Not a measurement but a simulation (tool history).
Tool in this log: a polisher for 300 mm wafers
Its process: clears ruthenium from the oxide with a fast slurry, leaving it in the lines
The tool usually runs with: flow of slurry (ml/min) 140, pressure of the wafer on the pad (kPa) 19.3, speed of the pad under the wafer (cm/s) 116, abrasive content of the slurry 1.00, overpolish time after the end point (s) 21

| run | hour | flow of slurry (ml/min) | pressure of the wafer on the pad (kPa) | speed of the pad under the wafer (cm/s) | abrasive content of the slurry | overpolish time after the end point (s) | wafers since the last listed run | wafers polished on this pad | hours since the slurry nozzle was cleaned | hours since the head pressure was calibrated | hours since the slurry blender was calibrated | incoming thickness of the incoming film, nm | time until the end point was called (s) | dishing of a wide line in a test structure (nm) |
|---|---|---|---|---|---|---|---|---|---|---|---|---|---|---|
| 1 | 0.0 | 140 | 19.3 | 116 | 1.00 | 21 | 0 | 305 | 675.7 | 318.0 | 147.4 | 247.1 | 51.5 | 56.8 |
| 2 | 14.8 | 140 | 19.3 | 116 | 1.00 | 21 | 177 | 482 | 690.5 | 332.8 | 162.2 | 250.5 | 51.8 | 54.8 |
| 3 | 22.5 | 140 | 19.3 | 116 | 1.00 | 21 | 92 | 575 | 698.2 | 340.5 | 169.9 | 250.1 | 52.2 | 55.9 |
| 4 | 40.0 | 140 | 19.3 | 116 | 1.00 | 21 | 209 | 784 | 715.7 | 358.0 | 187.4 | 248.8 | 51.9 | 56.3 |
| 5 | 52.2 | 140 | 19.3 | 116 | 1.00 | 21 | 146 | 930 | 727.9 | 370.2 | 199.6 | 249.8 | 51.0 | 56.9 |
| 6 | 67.3 | 140 | 19.3 | 116 | 1.00 | 21 | 180 | 1111 | 743.0 | 385.3 | 214.7 | 247.9 | 51.6 | 57.2 |
| 7 | 79.6 | 140 | 19.3 | 116 | 1.00 | 21 | 147 | 1258 | 755.3 | 397.6 | 227.0 | 248.7 | 50.9 | 55.8 |
|  | 85.3 | worn pad replaced by a new one |
| 8 | 95.9 | 140 | 19.3 | 116 | 1.00 | 21 | 147 | 127 | 771.6 | 413.9 | 243.3 | 250.1 | 51.7 | 58.6 |
|  | 113.1 | slurry nozzle cleaned |
| 9 | 119.7 | 140 | 19.3 | 116 | 1.00 | 21 | 273 | 400 | 6.6 | 437.7 | 267.1 | 252.5 | 52.0 | 56.6 |
|  | 127.0 | slurry blender recalibrated |
| 10 | 130.4 | 140 | 19.3 | 116 | 1.00 | 21 | 104 | 504 | 17.3 | 448.4 | 3.4 | 251.7 | 51.1 | 56.4 |
| 11 | 145.7 | 140 | 19.3 | 116 | 1.00 | 21 | 183 | 688 | 32.6 | 463.7 | 18.7 | 249.0 | 51.8 | 56.9 |
| 12 | 162.3 | 140 | 19.3 | 116 | 1.00 | 21 | 198 | 886 | 49.2 | 480.3 | 35.3 | 250.5 | 51.5 | 55.8 |
| 13 | 175.1 | 140 | 19.3 | 108 | 1.00 | 21 | 153 | 1040 | 62.0 | 493.1 | 48.1 | 249.4 | 54.1 | 54.6 |
| 14 | 187.0 | 140 | 19.3 | 116 | 1.00 | 21 | 142 | 1182 | 73.9 | 505.0 | 60.0 | 252.1 | 52.3 | 56.5 |
|  | 196.0 | worn pad replaced by a new one |
| 15 | 198.9 | 140 | 21.4 | 116 | 1.00 | 21 | 94 | 34 | 85.8 | 516.9 | 71.9 | 248.1 | 46.2 | 61.3 |
| 16 | 212.1 | 140 | 16.5 | 84 | 1.00 | 16 | 158 | 192 | 99.0 | 530.1 | 85.1 | 248.8 | 73.9 | 34.6 |
| 17 | 219.3 | 140 | 19.3 | 116 | 1.00 | 31 | 86 | 278 | 106.2 | 537.3 | 92.3 | 246.0 | 50.5 | 72.2 |
| 18 | 236.4 | 140 | 25.5 | 116 | 1.00 | 12 | 204 | 483 | 123.3 | 554.4 | 109.4 | 247.9 | 38.2 | 46.9 |
| 19 | 248.5 | 140 | 16.5 | 116 | 1.25 | 21 | 144 | 628 | 135.4 | 566.5 | 121.5 | 252.4 | 55.9 | 54.1 |
| 20 | 258.0 | 140 | 25.5 | 116 | 1.00 | 12 | 113 | 742 | 144.9 | 576.0 | 131.0 | 246.5 | 38.6 | 45.5 |
|  | 274.0 | head pressure recalibrated |
| 21 | 274.5 | 140 | 15.9 | 82 | 0.70 | 26 | 173 | 915 | 161.4 | 0.5 | 147.5 | 249.0 | 93.9 | 42.8 |
| 22 | 283.7 | 175 | 13.1 | 136 | 1.10 | 21 | 110 | 1026 | 170.6 | 9.7 | 156.7 | 251.0 | 63.0 | 50.2 |
| 23 | 295.9 | 140 | 22.8 | 98 | 1.00 | 21 | 146 | 1172 | 182.8 | 21.9 | 168.9 | 248.9 | 48.9 | 59.5 |
| 24 | 303.0 | 190 | 15.2 | 84 | 1.00 | 13 | 85 | 1257 | 189.9 | 29.0 | 176.0 | 246.8 | 76.5 | 27.0 |
|  | 316.1 | worn pad replaced by a new one |
| 25 | 316.7 | 140 | 25.5 | 80 | 1.00 | 25 | 116 | 6 | 203.6 | 42.7 | 189.7 | 251.5 | 50.2 | 63.9 |
| 26 | 330.5 | 125 | 25.5 | 116 | 1.00 | 21 | 165 | 172 | 217.4 | 56.5 | 203.5 | 246.2 | 39.3 | 64.9 |
| 27 | 346.7 | 140 | 13.8 | 98 | 1.00 | 14 | 194 | 366 | 233.6 | 72.7 | 219.7 | 248.8 | 81.5 | 29.7 |

Each row is a separate what-if for the run after 27, all from the same tool condition, not one after another. Results?
| A | 347.1 | 140 | 13.1 | 116 | 1.00 | 21 | 4 | 370 | 234.0 | 73.1 | 220.1 | 250.9 | ? | ? |
| B | 347.1 | 140 | 19.3 | 76 | 1.00 | 10 | 4 | 370 | 234.0 | 73.1 | 220.1 | 250.9 | ? | ? |
| C | 347.1 | 140 | 19.3 | 106 | 1.00 | 21 | 4 | 370 | 234.0 | 73.1 | 220.1 | 250.9 | ? | ? |

| run | time until the end point was called (s) | dishing of a wide line in a test structure (nm) |
|---|---|---|
| A | 75.3 | 42.9 |
| B | 67.9 | 25.2 |
| C | 54.5 | 54.7 |
Stripped of hidden state, with their random variation kept, the same runs would have yielded:
| run | time until the end point was called (s) | dishing of a wide line in a test structure (nm) |
|---|---|---|
| A | 75.3 | 42.9 |
| B | 67.9 | 25.2 |
| C | 54.5 | 54.7 |
